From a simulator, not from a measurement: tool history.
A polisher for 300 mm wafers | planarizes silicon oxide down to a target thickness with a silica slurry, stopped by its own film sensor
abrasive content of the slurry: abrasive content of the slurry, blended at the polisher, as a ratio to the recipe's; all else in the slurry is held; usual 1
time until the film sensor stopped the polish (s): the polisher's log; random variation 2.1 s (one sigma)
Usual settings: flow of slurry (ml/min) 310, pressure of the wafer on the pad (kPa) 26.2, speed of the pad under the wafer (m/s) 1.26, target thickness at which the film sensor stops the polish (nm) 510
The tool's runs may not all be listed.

run,hour,flow of slurry (ml/min),pressure of the wafer on the pad (kPa),speed of the pad under the wafer (m/s),abrasive content of the slurry,target thickness at which the film sensor stops the polish (nm),"incoming thickness of the incoming film, nm",time until the film sensor stopped the polish (s)
1,0,355,26.2,1.26,1,510,816.2,112.8
# hour 21.6: slurry blender recalibrated
# hour 31.1: worn pad replaced by a new one
2,53.5,310,26.2,1.26,1,510,830,118.5
3,100.5,310,26.2,1.26,1,510,828.3,115.6
# hour 213.8: slurry nozzle cleaned
# hour 222.3: conditioning disc replaced and pad reconditioned
4,275.5,310,26.2,1.26,1,510,833.6,119.2
5,315.7,310,31.7,1.26,1,510,833.4,102.4
# hour 328.2: worn pad replaced by a new one
6,359.4,310,31.7,1.26,1,510,832.7,97.2
7,425.6,310,26.2,1.26,1,510,815.6,110.7
8,495.9,310,26.2,1.26,1,510,832.7,120.9
# hour 503.2: slurry nozzle cleaned
# hour 506: slurry blender recalibrated
9,551.5,310,26.2,1.04,1,510,824.2,134.1
# hour 583.9: conditioning disc replaced and pad reconditioned
# hour 586.1: worn pad replaced by a new one
10,594,310,26.2,1.04,1,510,838.6,135.9
11,637.3,310,26.2,1.04,1,510,821.8,133.5
12,675.5,255,34.5,1.68,1.2,510,829.1,65.9
13,706.1,270,26.2,1.26,1.15,567,834,91.8
14,853.4,310,26.2,1.26,1,510,816.4,112
# hour 858.8: head pressure recalibrated
# hour 865.8: slurry nozzle cleaned
# hour 876.9: worn pad replaced by a new one
15,896.1,390,22.1,1.26,1,510,839.8,136.5
# hour 936.5: conditioning disc replaced and pad reconditioned
16,943.6,310,26.2,1.26,1,510,830.4,117.4
17,982.5,310,26.2,1.26,1,510,839,117
# hour 1013.3: slurry blender recalibrated
18,1123.1,365,26.2,1.26,1.2,510,830.5,109.1
# hour 1149.9: worn pad replaced by a new one
19,1163.1,260,26.2,1.26,1,510,819.3,116.9
20,1200,215,26.2,1.06,0.85,510,831.8,154.3
# hour 1221.2: slurry nozzle cleaned
21,1245.9,400,35.2,1.26,0.9,510,844.8,95.2
# hour 1312.2: conditioning disc replaced and pad reconditioned
22,1417.8,205,22.8,1.26,1,510,835.5,140.7
# hour 1420.5: slurry blender recalibrated
# hour 1434.6: worn pad replaced by a new one
23,1476.6,385,31.7,1.26,0.75,510,827.4,109.8

3 ways to go on from here, each from the tool as it stands after run 23. What would each give?
A,1477,310,26.2,1.26,1,510,840.3,?
B,1477,310,23.4,1.26,1.15,579,840.3,?
C,1477,310,26.2,0.82,1.2,510,840.3,?

run,time until the film sensor stopped the polish (s)
A,122
B,100.1
C,158.8
Without the tool's hidden state the same runs would have given:
run,time until the film sensor stopped the polish (s)
A,122
B,100.1
C,158.8
